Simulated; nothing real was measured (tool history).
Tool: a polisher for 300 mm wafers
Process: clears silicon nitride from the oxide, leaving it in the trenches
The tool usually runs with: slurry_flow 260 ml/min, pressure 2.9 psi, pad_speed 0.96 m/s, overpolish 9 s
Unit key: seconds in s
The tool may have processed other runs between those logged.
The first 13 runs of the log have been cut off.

| run | hour | slurry_flow | pressure | pad_speed | overpolish | wafers since the last listed run | wafers polished on this pad | hours since the slurry nozzle was cleaned | hours since the head pressure was calibrated | incoming thickness of the incoming film, nm | seconds |
|---|---|---|---|---|---|---|---|---|---|---|---|
| 14 | 695.5 | 260 | 2.9 | 0.96 | 9 | 265 | 297 | 95.6 | 666.7 | 76.4 | 72.2 |
| 15 | 751.6 | 260 | 2.9 | 0.96 | 9 | 471 | 768 | 151.7 | 722.8 | 75.3 | 72.5 |
| 16 | 786.8 | 260 | 2.9 | 0.96 | 9 | 295 | 1064 | 186.9 | 758 | 75.3 | 72.8 |
| 17 | 839.8 | 260 | 2.9 | 0.96 | 9 | 445 | 1510 | 239.9 | 811 | 74.3 | 73.6 |
| 18 | 885.7 | 260 | 2.9 | 1.28 | 9 | 385 | 1895 | 285.8 | 856.9 | 75.8 | 57 |
| 19 | 948.7 | 175 | 2.9 | 0.96 | 9 | 529 | 2425 | 348.8 | 919.9 | 74.2 | 80.5 |
|  | 980.1 | worn pad replaced by a new one |
| 20 | 998.5 | 260 | 2.9 | 0.96 | 6 | 384 | 154 | 398.6 | 969.7 | 75 | 75.5 |
|  | 1038.9 | slurry nozzle cleaned |
| 21 | 1052.2 | 330 | 2.9 | 0.8 | 5 | 442 | 597 | 13.3 | 1023.4 | 75.8 | 85.2 |
| 22 | 1124.1 | 350 | 2.4 | 0.96 | 9 | 604 | 1201 | 85.2 | 1095.3 | 75.8 | 84.9 |
| 23 | 1151.3 | 260 | 2.9 | 0.96 | 9 | 228 | 1430 | 112.4 | 1122.5 | 74.3 | 73.2 |
| 24 | 1180.6 | 260 | 3.6 | 1.08 | 9 | 246 | 1676 | 141.7 | 1151.8 | 75.3 | 53.3 |
|  | 1208.7 | head pressure recalibrated |
| 25 | 1213.2 | 260 | 2.9 | 0.96 | 9 | 257 | 1933 | 174.3 | 4.5 | 75.7 | 74.6 |
| 26 | 1249.8 | 310 | 2.9 | 0.68 | 9 | 307 | 2241 | 210.9 | 41.1 | 75.6 | 101.3 |
|  | 1295.9 | worn pad replaced by a new one |
| 27 | 1306.4 | 260 | 2 | 0.96 | 9 | 442 | 88 | 267.5 | 97.7 | 75.3 | 107.4 |
| 28 | 1356.4 | 260 | 2.2 | 0.96 | 12 | 420 | 508 | 317.5 | 147.7 | 74.1 | 98.5 |
| 29 | 1390.4 | 260 | 2.9 | 0.96 | 9 | 285 | 794 | 351.5 | 181.7 | 74.7 | 77.1 |
| 30 | 1426.4 | 260 | 3.5 | 0.96 | 11 | 302 | 1096 | 387.5 | 217.7 | 74.9 | 63.4 |
|  | 1432.3 | slurry nozzle cleaned |
| 31 | 1463.7 | 260 | 2.4 | 0.96 | 9 | 305 | 1401 | 31.4 | 255 | 75.7 | 85.4 |
| 32 | 1518.7 | 280 | 2.9 | 0.96 | 9 | 462 | 1864 | 86.4 | 310 | 75.3 | 70.2 |
| 33 | 1557.5 | 185 | 2.9 | 0.96 | 9 | 326 | 2190 | 125.2 | 348.8 | 75.5 | 76.9 |
| 34 | 1608.7 | 320 | 2.6 | 1.06 | 9 | 430 | 2620 | 176.4 | 400 | 73.5 | 70.1 |
| 35 | 1646.7 | 260 | 2.9 | 0.96 | 5 | 319 | 2939 | 214.4 | 438 | 75.3 | 72.6 |
|  | 1680.2 | worn pad replaced by a new one |
| 36 | 1698.9 | 260 | 2.9 | 0.96 | 9 | 405 | 157 | 266.6 | 490.2 | 75.1 | 72.8 |

Consider 5 possible next runs. They are alternatives, not a sequence: every one starts from the tool as it was left by run 36. What does each give?
| A | 1699.4 | 260 | 2.5 | 0.96 | 9 | 4 | 161 | 267.1 | 490.7 | 73.9 | ? |
| B | 1699.4 | 200 | 3.6 | 1.14 | 13 | 4 | 161 | 267.1 | 490.7 | 73.9 | ? |
| C | 1699.4 | 260 | 1.9 | 0.96 | 9 | 4 | 161 | 267.1 | 490.7 | 73.9 | ? |
| D | 1699.4 | 260 | 3.6 | 0.96 | 6 | 4 | 161 | 267.1 | 490.7 | 73.9 | ? |
| E | 1699.4 | 260 | 2.9 | 0.96 | 11 | 4 | 161 | 267.1 | 490.7 | 73.9 | ? |

| run | seconds |
|---|---|
| A | 82.4 |
| B | 50.4 |
| C | 108.4 |
| D | 57.2 |
| E | 71 |
Had the tool no hidden state, the same runs would have come out as:
| run | seconds |
|---|---|
| A | 79.5 |
| B | 48.1 |
| C | 104.6 |
| D | 55.2 |
| E | 68.5 |
